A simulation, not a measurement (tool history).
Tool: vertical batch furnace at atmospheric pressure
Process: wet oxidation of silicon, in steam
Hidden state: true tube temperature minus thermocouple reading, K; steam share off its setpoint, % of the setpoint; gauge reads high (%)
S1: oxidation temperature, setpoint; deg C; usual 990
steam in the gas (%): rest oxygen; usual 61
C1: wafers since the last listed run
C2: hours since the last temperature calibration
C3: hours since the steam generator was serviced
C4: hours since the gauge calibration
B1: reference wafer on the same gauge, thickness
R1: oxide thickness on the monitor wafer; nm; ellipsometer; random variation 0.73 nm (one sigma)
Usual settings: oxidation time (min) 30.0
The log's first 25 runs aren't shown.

run 26 day=32.471 | S1=990 oxidation_time_(min)=30.0 steam_in_the_gas_(%)=56 | C1=904 C2=477.2 C3=337.2 C4=116.3 | B1=221.66 | R1=191.35
run 27 day=33.346 | S1=990 oxidation_time_(min)=30.0 steam_in_the_gas_(%)=61 | C1=297 C2=498.2 C3=358.2 C4=137.3 | B1=221.95 | R1=201.40
run 28 day=34.550 | S1=990 oxidation_time_(min)=30.0 steam_in_the_gas_(%)=61 | C1=409 C2=527.1 C3=387.1 C4=166.2 | B1=221.95 | R1=201.17
run 29 day=35.229 | S1=983 oxidation_time_(min)=43.0 steam_in_the_gas_(%)=52 | C1=231 C2=543.4 C3=403.4 C4=182.5 | B1=221.68 | R1=218.94
run 30 day=36.454 | S1=979 oxidation_time_(min)=30.0 steam_in_the_gas_(%)=71 | C1=416 C2=572.8 C3=432.8 C4=211.9 | B1=221.86 | R1=206.81
run 31 day=37.225 | S1=990 oxidation_time_(min)=19.5 steam_in_the_gas_(%)=70 | C1=262 C2=591.3 C3=451.3 C4=230.4 | B1=222.21 | R1=168.30
run 32 day=37.929 | S1=1013 oxidation_time_(min)=40.5 steam_in_the_gas_(%)=53 | C1=239 C2=608.2 C3=468.2 C4=247.3 | B1=221.87 | R1=254.71
run 33 day=39.096 | S1=1000 oxidation_time_(min)=22.5 steam_in_the_gas_(%)=51 | C1=396 C2=636.2 C3=496.2 C4=275.3 | B1=221.91 | R1=161.04
run 34 day=39.796 | S1=1009 oxidation_time_(min)=21.0 steam_in_the_gas_(%)=67 | C1=238 C2=653.0 C3=513.0 C4=292.1 | B1=221.93 | R1=194.50
run 35 day=40.992 | S1=990 oxidation_time_(min)=30.0 steam_in_the_gas_(%)=71 | C1=406 C2=681.7 C3=541.7 C4=320.8 | B1=222.30 | R1=221.20
run 36 day=41.746 | S1=990 oxidation_time_(min)=30.0 steam_in_the_gas_(%)=61 | C1=256 C2=699.8 C3=559.8 C4=338.9 | B1=221.88 | R1=201.88

4 ways to go on from here, each from the tool as it stands after run 36. What would each give?
run A day=41.950 | S1=990 oxidation_time_(min)=44.5 steam_in_the_gas_(%)=61 | C1=69 C2=704.7 C3=564.7 C4=343.8 | B1=? | R1=?
run B day=41.950 | S1=1002 oxidation_time_(min)=30.0 steam_in_the_gas_(%)=61 | C1=69 C2=704.7 C3=564.7 C4=343.8 | B1=? | R1=?
run C day=41.950 | S1=1003 oxidation_time_(min)=22.5 steam_in_the_gas_(%)=71 | C1=69 C2=704.7 C3=564.7 C4=343.8 | B1=? | R1=?
run D day=41.950 | S1=990 oxidation_time_(min)=24.0 steam_in_the_gas_(%)=56 | C1=69 C2=704.7 C3=564.7 C4=343.8 | B1=? | R1=?

run=A B1=221.87 R1=257.68
run=B B1=221.87 R1=217.82
run=C B1=221.87 R1=201.68
run=D B1=221.87 R1=166.55
Without the tool's hidden state the same runs would have given:
run=A R1=260.67
run=B R1=220.32
run=C R1=203.99
run=D R1=168.48
